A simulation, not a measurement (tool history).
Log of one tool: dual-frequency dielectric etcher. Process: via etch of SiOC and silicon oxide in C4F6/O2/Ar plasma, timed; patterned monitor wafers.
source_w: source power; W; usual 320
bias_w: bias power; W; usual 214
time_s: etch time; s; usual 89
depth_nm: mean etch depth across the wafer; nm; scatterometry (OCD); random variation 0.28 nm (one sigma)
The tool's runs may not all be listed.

run    hour  source_w  bias_w  time_s  wafers since the last listed run  hours since the last wet clean  hours since the last source power generator calibration  hours since the last bias power generator calibration  hours since the last upper electrode change  hours since the gauge calibration  read-back reference wafer on the same gauge, depth_nm  depth_nm
  1       0       320     214      89                                 0                           218.4                                                   3774.5                                                 2706.3                                         3565                              500.2                                                  100.3      96.4
  2      84       320     214      89                              1112                           302.4                                                   3858.5                                                 2790.3                                         3649                              584.2                                                  100.4        96
  3   189.9       320     214      89                              1402                           408.3                                                   3964.4                                                 2896.2                                       3754.9                              690.1                                                  100.4      95.3
      258.7  -- wet clean of the chamber
  4   272.5       350     214      89                               776                            13.8                                                     4047                                                 2978.8                                       3837.5                              772.7                                                  100.2      99.4
  5     317       350     214      89                               589                            58.3                                                   4091.5                                                 3023.3                                         3882                              817.2                                                  100.3      98.7
  6   373.3       320     214   101.5                               745                           114.6                                                   4147.8                                                 3079.6                                       3938.3                              873.5                                                  100.3     109.6
  7     456       370     214      89                              1095                           197.3                                                   4230.5                                                 3162.3                                         4021                              956.2                                                  100.2      98.9
  8   554.1       370     214      89                              1299                           295.4                                                   4328.6                                                 3260.4                                       4119.1                             1054.3                                                  100.2      98.5
  9   652.2       390     238   102.5                              1299                           393.5                                                   4426.7                                                 3358.5                                       4217.2                             1152.4                                                  100.2       117
      687.2  -- wet clean of the chamber
      687.6  -- bias power generator calibrated
      723.6  -- upper electrode replaced
 10   753.9       250     175      89                               706                            66.7                                                   4528.4                                                   66.3                                         30.3                             1254.1                                                  100.3      88.1
 11   807.6       320     214      89                               711                           120.4                                                   4582.1                                                    120                                           84                             1307.8                                                  100.3      96.1
 12   845.3       320     165    75.5                               499                           158.1                                                   4619.8                                                  157.7                                        121.7                             1345.5                                                  100.3      77.4
      882.9  -- source power generator calibrated
     1063.2  -- gauge calibrated
     1113.1  -- wet clean of the chamber
 13  1164.3       300     190   107.5                              3854                            51.2                                                    281.4                                                  476.7                                        440.7                              101.1                                                  100.2       112
 14  1218.6       250     175      89                               719                           105.5                                                    335.7                                                    531                                          495                              155.4                                                  100.3        88
 15  1283.5       390     214    96.5                               859                           170.4                                                    400.6                                                  595.9                                        559.9                              220.3                                                  100.4     108.5
 16  1342.2       320     214     111                               777                           229.1                                                    459.3                                                  654.6                                        618.6                                279                                                  100.3     119.5
 17  1434.8       340     178    77.5                              1226                           321.7                                                    551.9                                                  747.2                                        711.2                              371.6                                                  100.3      80.5

Forecast each of these 5 alternatives for the next run:
  A  1435.2       320     214      89                                 5                           322.1                                                    552.3                                                  747.6                                        711.6                                372                                                      ?         ?
  B  1435.2       320     242      89                                 5                           322.1                                                    552.3                                                  747.6                                        711.6                                372                                                      ?         ?
  C  1435.2       240     214    69.5                                 5                           322.1                                                    552.3                                                  747.6                                        711.6                                372                                                      ?         ?
  D  1435.2       350     247     113                                 5                           322.1                                                    552.3                                                  747.6                                        711.6                                372                                                      ?         ?
  E  1435.2       300     242    63.5                                 5                           322.1                                                    552.3                                                  747.6                                        711.6                                372                                                      ?         ?

run  read-back reference wafer on the same gauge, depth_nm  depth_nm
  A                                                  100.3      95.3
  B                                                  100.3      97.9
  C                                                  100.3      70.3
  D                                                  100.3     127.4
  E                                                  100.3      68.9
Without the tool's hidden state the same runs would have given:
run  depth_nm
  A      97.3
  B       100
  C      71.7
  D     130.1
  E      70.4
